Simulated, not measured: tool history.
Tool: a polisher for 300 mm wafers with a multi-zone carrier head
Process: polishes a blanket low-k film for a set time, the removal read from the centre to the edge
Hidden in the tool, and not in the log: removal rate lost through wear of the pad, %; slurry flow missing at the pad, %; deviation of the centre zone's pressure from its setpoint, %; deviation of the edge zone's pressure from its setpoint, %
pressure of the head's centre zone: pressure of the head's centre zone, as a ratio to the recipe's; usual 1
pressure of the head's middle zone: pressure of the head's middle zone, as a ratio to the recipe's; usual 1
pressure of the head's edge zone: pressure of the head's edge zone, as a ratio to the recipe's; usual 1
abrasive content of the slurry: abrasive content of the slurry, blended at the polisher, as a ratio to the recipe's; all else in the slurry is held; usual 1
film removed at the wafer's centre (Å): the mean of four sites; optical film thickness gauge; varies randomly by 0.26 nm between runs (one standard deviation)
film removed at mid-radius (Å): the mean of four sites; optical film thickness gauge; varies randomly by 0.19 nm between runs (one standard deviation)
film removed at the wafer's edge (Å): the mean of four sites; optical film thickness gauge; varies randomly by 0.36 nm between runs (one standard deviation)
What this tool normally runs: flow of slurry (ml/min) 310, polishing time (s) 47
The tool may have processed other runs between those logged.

| run | hour | flow of slurry (ml/min) | pressure of the head's centre zone | pressure of the head's middle zone | pressure of the head's edge zone | abrasive content of the slurry | polishing time (s) | wafers since the last listed run | wafers polished on this pad | hours since the slurry nozzle was cleaned | hours since the centre zone pressure was calibrated | hours since the edge zone pressure was calibrated | hours since the carrier head's membrane was replaced | incoming thickness of the incoming film, nm | film removed at the wafer's centre (Å) | film removed at mid-radius (Å) | film removed at the wafer's edge (Å) |
|---|---|---|---|---|---|---|---|---|---|---|---|---|---|---|---|---|---|
| 1 | 0 | 310 | 1 | 1 | 1 | 1 | 47 | 0 | 655 | 212.8 | 967.5 | 1312.1 | 1646.9 | 578 | 234 | 237 | 234 |
|  | 11.6 | slurry nozzle cleaned |
| 2 | 17.4 | 310 | 1 | 1 | 1 | 1 | 47 | 172 | 828 | 5.8 | 984.9 | 1329.5 | 1664.3 | 571.8 | 233 | 234 | 229 |
| 3 | 49.7 | 310 | 1 | 1 | 1 | 1 | 47 | 340 | 1168 | 38.1 | 1017.2 | 1361.8 | 1696.6 | 581 | 228 | 233 | 223 |
|  | 68.6 | centre zone pressure recalibrated |
|  | 73.7 | carrier head's membrane replaced by a new one |
| 4 | 74.2 | 310 | 1 | 1 | 1 | 1 | 47 | 184 | 1353 | 62.6 | 5.6 | 1386.3 | 0.5 | 573.7 | 230 | 230 | 225 |
| 5 | 99.1 | 310 | 1 | 1 | 1 | 1 | 47 | 262 | 1616 | 87.5 | 30.5 | 1411.2 | 25.4 | 575.7 | 229 | 231 | 222 |
| 6 | 116.1 | 265 | 1 | 1 | 1 | 1.2 | 47 | 179 | 1795 | 104.5 | 47.5 | 1428.2 | 42.4 | 587 | 243 | 249 | 241 |
|  | 122.8 | worn pad replaced by a new one |
| 7 | 142.8 | 310 | 1 | 1.08 | 1 | 0.75 | 47 | 239 | 210 | 131.2 | 74.2 | 1454.9 | 69.1 | 569.4 | 209 | 226 | 209 |
|  | 151.5 | edge zone pressure recalibrated |
| 8 | 173.2 | 310 | 0.9 | 1 | 1 | 1 | 47 | 299 | 510 | 161.6 | 104.6 | 21.7 | 99.5 | 577.3 | 222 | 241 | 230 |
| 9 | 186.8 | 310 | 1 | 1 | 1.12 | 1 | 47 | 143 | 653 | 175.2 | 118.2 | 35.3 | 113.1 | 570.8 | 238 | 237 | 241 |
| 10 | 215.9 | 310 | 1 | 1 | 1 | 1 | 47 | 306 | 960 | 204.3 | 147.3 | 64.4 | 142.2 | 579.6 | 231 | 237 | 232 |
| 11 | 233.1 | 310 | 0.91 | 1 | 0.88 | 0.75 | 47 | 181 | 1142 | 221.5 | 164.5 | 81.6 | 159.4 | 578.3 | 184 | 200 | 188 |
|  | 243.8 | slurry nozzle cleaned |
| 12 | 247.5 | 310 | 0.91 | 1 | 1.06 | 1 | 47 | 141 | 1283 | 3.7 | 178.9 | 96 | 173.8 | 575.1 | 221 | 235 | 232 |
|  | 277.4 | worn pad replaced by a new one |
| 13 | 278.7 | 310 | 1 | 1 | 1 | 1 | 47 | 286 | 13 | 34.9 | 210.1 | 127.2 | 205 | 579 | 248 | 252 | 242 |
| 14 | 299.5 | 310 | 1.07 | 1 | 0.94 | 1 | 47 | 219 | 233 | 55.7 | 230.9 | 148 | 225.8 | 584.5 | 261 | 244 | 230 |
| 15 | 325.7 | 310 | 1 | 1 | 1 | 1 | 47 | 276 | 509 | 81.9 | 257.1 | 174.2 | 252 | 578 | 236 | 238 | 235 |
| 16 | 344.8 | 380 | 0.93 | 1 | 0.94 | 1 | 47 | 201 | 711 | 101 | 276.2 | 193.3 | 271.1 | 581.5 | 231 | 240 | 228 |
| 17 | 357.7 | 310 | 1 | 1 | 1 | 1 | 47 | 136 | 847 | 113.9 | 289.1 | 206.2 | 284 | 585.9 | 230 | 238 | 227 |
| 18 | 385.1 | 235 | 1 | 1 | 1 | 1 | 47 | 288 | 1136 | 141.3 | 316.5 | 233.6 | 311.4 | 586.8 | 221 | 228 | 223 |
| 19 | 418.4 | 310 | 1 | 1 | 1 | 1.25 | 62 | 351 | 1487 | 174.6 | 349.8 | 266.9 | 344.7 | 590.7 | 330 | 339 | 330 |

Predict the results of run 20:
| 20 | 450.8 | 310 | 1 | 1 | 1 | 1 | 47 | 341 | 1829 | 207 | 382.2 | 299.3 | 377.1 | 582.7 | ? | ? | ? |

For run 20 the tool returned film removed at the wafer's centre (Å) 226, film removed at mid-radius (Å) 230, film removed at the wafer's edge (Å) 229.
Minus the tool's unlogged condition, the same run would have read film removed at the wafer's centre (Å) 249, film removed at mid-radius (Å) 253, film removed at the wafer's edge (Å) 252.
